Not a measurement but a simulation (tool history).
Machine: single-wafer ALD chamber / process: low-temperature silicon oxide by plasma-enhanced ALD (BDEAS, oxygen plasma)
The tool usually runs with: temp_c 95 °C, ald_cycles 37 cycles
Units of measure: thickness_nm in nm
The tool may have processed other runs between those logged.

| run | hour | temp_c | ald_cycles | wafers since the last listed run | hours since the last thermocouple change | hours since the gauge calibration | read-back reference wafer on the same gauge, thickness_nm | thickness_nm |
|---|---|---|---|---|---|---|---|---|
| 1 | 0.0 | 95 | 37 | 0 | 1174.3 | 1292.5 | 6.335 | 5.754 |
| 2 | 66.2 | 95 | 35 | 655 | 1240.5 | 1358.7 | 6.347 | 5.435 |
| 3 | 135.3 | 107 | 37 | 683 | 1309.6 | 1427.8 | 6.349 | 5.604 |
| 4 | 172.3 | 95 | 37 | 366 | 1346.6 | 1464.8 | 6.340 | 5.766 |
| 5 | 324.8 | 95 | 37 | 1509 | 1499.1 | 1617.3 | 6.348 | 5.794 |
| 6 | 374.5 | 95 | 37 | 491 | 1548.8 | 1667.0 | 6.330 | 5.769 |
| 7 | 429.0 | 95 | 41 | 539 | 1603.3 | 1721.5 | 6.339 | 6.405 |
| 8 | 496.4 | 95 | 41 | 667 | 1670.7 | 1788.9 | 6.340 | 6.364 |
| 9 | 564.7 | 95 | 41 | 675 | 1739.0 | 1857.2 | 6.346 | 6.446 |
| 10 | 594.2 | 86 | 39 | 291 | 1768.5 | 1886.7 | 6.331 | 6.277 |
| 11 | 633.6 | 86 | 39 | 389 | 1807.9 | 1926.1 | 6.329 | 6.272 |
|  | 654.9 | gauge calibrated |
| 12 | 683.4 | 95 | 37 | 492 | 1857.7 | 28.5 | 6.339 | 5.807 |
| 13 | 727.0 | 95 | 37 | 431 | 1901.3 | 72.1 | 6.329 | 5.852 |
| 14 | 785.4 | 95 | 37 | 577 | 1959.7 | 130.5 | 6.344 | 5.840 |
|  | 811.5 | thermocouple changed; heater temperature recalibrated |
| 15 | 826.4 | 95 | 33 | 326 | 14.9 | 171.5 | 6.337 | 5.259 |
| 16 | 882.4 | 95 | 33 | 554 | 70.9 | 227.5 | 6.346 | 5.254 |
| 17 | 931.4 | 82 | 41 | 484 | 119.9 | 276.5 | 6.334 | 6.745 |
| 18 | 956.2 | 95 | 37 | 245 | 144.7 | 301.3 | 6.349 | 5.869 |
| 19 | 995.4 | 85 | 35 | 387 | 183.9 | 340.5 | 6.345 | 5.711 |
| 20 | 1041.6 | 86 | 30 | 457 | 230.1 | 386.7 | 6.341 | 4.907 |
| 21 | 1096.0 | 102 | 42 | 538 | 284.5 | 441.1 | 6.337 | 6.504 |
|  | 1127.2 | thermocouple changed; heater temperature recalibrated, repeated, since the last time left the tool worse |
| 22 | 1131.5 | 88 | 43 | 272 | 4.3 | 476.6 | 6.331 | 6.812 |
| 23 | 1162.0 | 91 | 43 | 301 | 34.8 | 507.1 | 6.339 | 6.743 |
| 24 | 1190.9 | 87 | 43 | 286 | 63.7 | 536.0 | 6.339 | 6.834 |
| 25 | 1219.5 | 103 | 44 | 283 | 92.3 | 564.6 | 6.343 | 6.625 |
| 26 | 1254.3 | 95 | 37 | 344 | 127.1 | 599.4 | 6.337 | 5.685 |
| 27 | 1303.8 | 103 | 43 | 489 | 176.6 | 648.9 | 6.333 | 6.549 |
| 28 | 1330.1 | 89 | 35 | 260 | 202.9 | 675.2 | 6.350 | 5.514 |
| 29 | 1401.8 | 84 | 37 | 709 | 274.6 | 746.9 | 6.341 | 5.905 |
| 30 | 1473.4 | 104 | 32 | 708 | 346.2 | 818.5 | 6.337 | 4.839 |
| 31 | 1630.8 | 95 | 33 | 1557 | 503.6 | 975.9 | 6.346 | 5.107 |
| 32 | 1689.9 | 106 | 32 | 584 | 562.7 | 1035.0 | 6.349 | 4.827 |
| 33 | 1752.5 | 83 | 33 | 619 | 625.3 | 1097.6 | 6.343 | 5.319 |

Below, each run's measurement less what the same run would have read without the hidden state. Both values contain the same run-to-run variation, but the gauge's scatter may not be the same in both:
Hidden conditions of the tool in this case: wafer temperature above the value expected at the setpoint (K); gauge reads high (%).
| run | thickness_nm |
|---|---|
| 1 | +0.025 |
| 2 | +0.026 |
| 3 | +0.016 |
| 4 | +0.034 |
| 5 | +0.043 |
| 6 | +0.046 |
| 7 | +0.055 |
| 8 | +0.060 |
| 9 | +0.066 |
| 10 | +0.064 |
| 11 | +0.068 |
| 12 | +0.069 |
| 13 | +0.072 |
| 14 | +0.077 |
| 15 | +0.124 |
| 16 | +0.123 |
| 17 | +0.152 |
| 18 | +0.137 |
| 19 | +0.130 |
| 20 | +0.112 |
| 21 | +0.144 |
| 22 | -0.019 |
| 23 | -0.020 |
| 24 | -0.020 |
| 25 | -0.010 |
| 26 | -0.017 |
| 27 | -0.010 |
| 28 | -0.015 |
| 29 | -0.015 |
| 30 | -0.007 |
| 31 | -0.011 |
| 32 | -0.004 |
| 33 | -0.008 |
